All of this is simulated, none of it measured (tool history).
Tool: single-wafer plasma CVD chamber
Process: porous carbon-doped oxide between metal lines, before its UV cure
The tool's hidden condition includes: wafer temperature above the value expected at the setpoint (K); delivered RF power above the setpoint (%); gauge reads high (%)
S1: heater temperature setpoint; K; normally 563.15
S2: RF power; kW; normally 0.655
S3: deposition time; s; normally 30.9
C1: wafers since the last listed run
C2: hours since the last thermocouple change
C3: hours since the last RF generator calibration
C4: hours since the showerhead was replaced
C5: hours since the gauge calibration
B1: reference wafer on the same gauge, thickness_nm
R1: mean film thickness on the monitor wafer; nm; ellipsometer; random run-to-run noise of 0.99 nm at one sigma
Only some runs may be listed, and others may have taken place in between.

run 1 day=0 | S1=563.15 S2=0.655 S3=30.9 | C1=0 C2=257.3 C3=476.9 C4=8049.4 C5=281.5 | B1=184.172 | R1=219.209
run 2 day=2.162 | S1=563.15 S2=0.655 S3=30.9 | C1=839 C2=309.2 C3=528.8 C4=8101.3 C5=333.4 | B1=184 | R1=216.89
run 3 day=6.592 | S1=563.15 S2=0.655 S3=30.9 | C1=1718 C2=415.5 C3=635.1 C4=8207.6 C5=439.7 | B1=184.063 | R1=216.966
run 4 day=10.821 | S1=563.15 S2=0.655 S3=28.5 | C1=1640 C2=517 C3=736.6 C4=8309.1 C5=541.2 | B1=183.832 | R1=201.099
run 5 day=14.371 | S1=563.15 S2=0.655 S3=28.5 | C1=1377 C2=602.2 C3=821.8 C4=8394.3 C5=626.4 | B1=184.27 | R1=200.981
run 6 day=18.458 | S1=563.15 S2=0.655 S3=28.5 | C1=1586 C2=700.3 C3=919.9 C4=8492.4 C5=724.5 | B1=183.709 | R1=198.416
run 7 day=22.7 | S1=555.15 S2=0.69 S3=30.9 | C1=1645 C2=802.1 C3=1021.7 C4=8594.2 C5=826.3 | B1=183.983 | R1=239.812
run 8 day=27.046 | S1=555.15 S2=0.69 S3=30.9 | C1=1686 C2=906.4 C3=1126 C4=8698.5 C5=930.6 | B1=183.868 | R1=236.515
-- day=31.329 thermocouple changed; heater temperature recalibrated
run 9 day=31.408 | S1=555.15 S2=0.69 S3=30.9 | C1=1563 C2=1.9 C3=1230.7 C4=8803.2 C5=1035.3 | B1=184.404 | R1=245.595
-- day=32.65 showerhead replaced
run 10 day=33.508 | S1=563.15 S2=0.655 S3=30.9 | C1=685 C2=52.3 C3=1281.1 C4=20.6 C5=1085.7 | B1=183.966 | R1=218.194
run 11 day=36.321 | S1=563.15 S2=0.655 S3=30.9 | C1=1091 C2=119.8 C3=1348.6 C4=88.1 C5=1153.2 | B1=184.138 | R1=215.751
run 12 day=38.85 | S1=563.15 S2=0.755 S3=30.9 | C1=981 C2=180.5 C3=1409.3 C4=148.8 C5=1213.9 | B1=183.882 | R1=246.723
run 13 day=42.183 | S1=563.15 S2=0.755 S3=30.9 | C1=1293 C2=260.5 C3=1489.3 C4=228.8 C5=1293.9 | B1=184.056 | R1=245.179
run 14 day=46.15 | S1=563.15 S2=0.755 S3=30.9 | C1=1539 C2=355.7 C3=1584.5 C4=324 C5=1389.1 | B1=184.033 | R1=244.47
run 15 day=49.796 | S1=563.15 S2=0.655 S3=30.9 | C1=1414 C2=443.2 C3=1672 C4=411.5 C5=1476.6 | B1=183.803 | R1=212.392
run 16 day=53.267 | S1=550.15 S2=0.655 S3=30.9 | C1=1346 C2=526.5 C3=1755.3 C4=494.8 C5=1559.9 | B1=184.085 | R1=231.59
run 17 day=54.929 | S1=558.15 S2=0.78 S3=34.3 | C1=645 C2=566.4 C3=1795.2 C4=534.7 C5=1599.8 | B1=184.311 | R1=282.544
-- day=57.442 RF generator calibrated
run 18 day=59.233 | S1=563.15 S2=0.655 S3=30.9 | C1=1540 C2=669.7 C3=43 C4=638 C5=1703.1 | B1=183.843 | R1=215.39
run 19 day=61.967 | S1=572.15 S2=0.655 S3=30.9 | C1=1060 C2=735.3 C3=108.6 C4=703.6 C5=1768.7 | B1=183.746 | R1=202.921
run 20 day=64.025 | S1=563.15 S2=0.755 S3=30.9 | C1=798 C2=784.7 C3=158 C4=753 C5=1818.1 | B1=184.019 | R1=244.677
-- day=70.167 thermocouple changed; heater temperature recalibrated
run 21 day=72.067 | S1=563.15 S2=0.73 S3=28.2 | C1=2990 C2=45.6 C3=351 C4=946 C5=2011.1 | B1=183.698 | R1=221.412
-- day=75.55 gauge calibrated
run 22 day=76.367 | S1=548.15 S2=0.73 S3=25.6 | C1=1668 C2=148.8 C3=454.2 C4=1049.2 C5=19.6 | B1=183.893 | R1=224.974
run 23 day=79.525 | S1=563.15 S2=0.655 S3=30.9 | C1=1225 C2=224.6 C3=530 C4=1125 C5=95.4 | B1=183.984 | R1=217.438
run 24 day=83.35 | S1=555.15 S2=0.595 S3=30.9 | C1=1484 C2=316.4 C3=621.8 C4=1216.8 C5=187.2 | B1=183.829 | R1=207.402
run 25 day=87.308 | S1=563.15 S2=0.545 S3=30.9 | C1=1535 C2=411.4 C3=716.8 C4=1311.8 C5=282.2 | B1=184.009 | R1=178.838
run 26 day=90.667 | S1=578.15 S2=0.555 S3=35.2 | C1=1303 C2=492 C3=797.4 C4=1392.4 C5=362.8 | B1=184.086 | R1=186.041
run 27 day=94.575 | S1=555.15 S2=0.61 S3=33.8 | C1=1516 C2=585.8 C3=891.2 C4=1486.2 C5=456.6 | B1=183.874 | R1=232.708
run 28 day=97.833 | S1=563.15 S2=0.73 S3=28.2 | C1=1264 C2=664 C3=969.4 C4=1564.4 C5=534.8 | B1=184.151 | R1=217.509

List, for all runs, the conditions of the tool that the log does not record:
gauge reads high (%): 0 at every run
H1: wafer temperature above the value expected at the setpoint (K)
H2: delivered RF power above the setpoint (%)
run=1 H1=2.73 H2=-0.414
run=2 H1=3 H2=-0.467
run=3 H1=3.43 H2=-0.593
run=4 H1=3.72 H2=-0.734
run=5 H1=3.91 H2=-0.869
run=6 H1=4.07 H2=-1.04
run=7 H1=4.19 H2=-1.24
run=8 H1=4.28 H2=-1.47
run=9 H1=0.137 H2=-1.72
run=10 H1=0.721 H2=-1.85
run=11 H1=1.37 H2=-2.03
run=12 H1=1.85 H2=-2.2
run=13 H1=2.35 H2=-2.43
run=14 H1=2.81 H2=-2.73
run=15 H1=3.12 H2=-3.02
run=16 H1=3.35 H2=-3.31
run=17 H1=3.44 H2=-3.45
run=18 H1=3.63 H2=-0.97
run=19 H1=3.72 H2=-0.98
run=20 H1=3.77 H2=-0.994
run=21 H1=0.544 H2=-1.09
run=22 H1=1.51 H2=-1.18
run=23 H1=2.04 H2=-1.25
run=24 H1=2.53 H2=-1.36
run=25 H1=2.91 H2=-1.49
run=26 H1=3.16 H2=-1.61
run=27 H1=3.37 H2=-1.77
run=28 H1=3.51 H2=-1.92
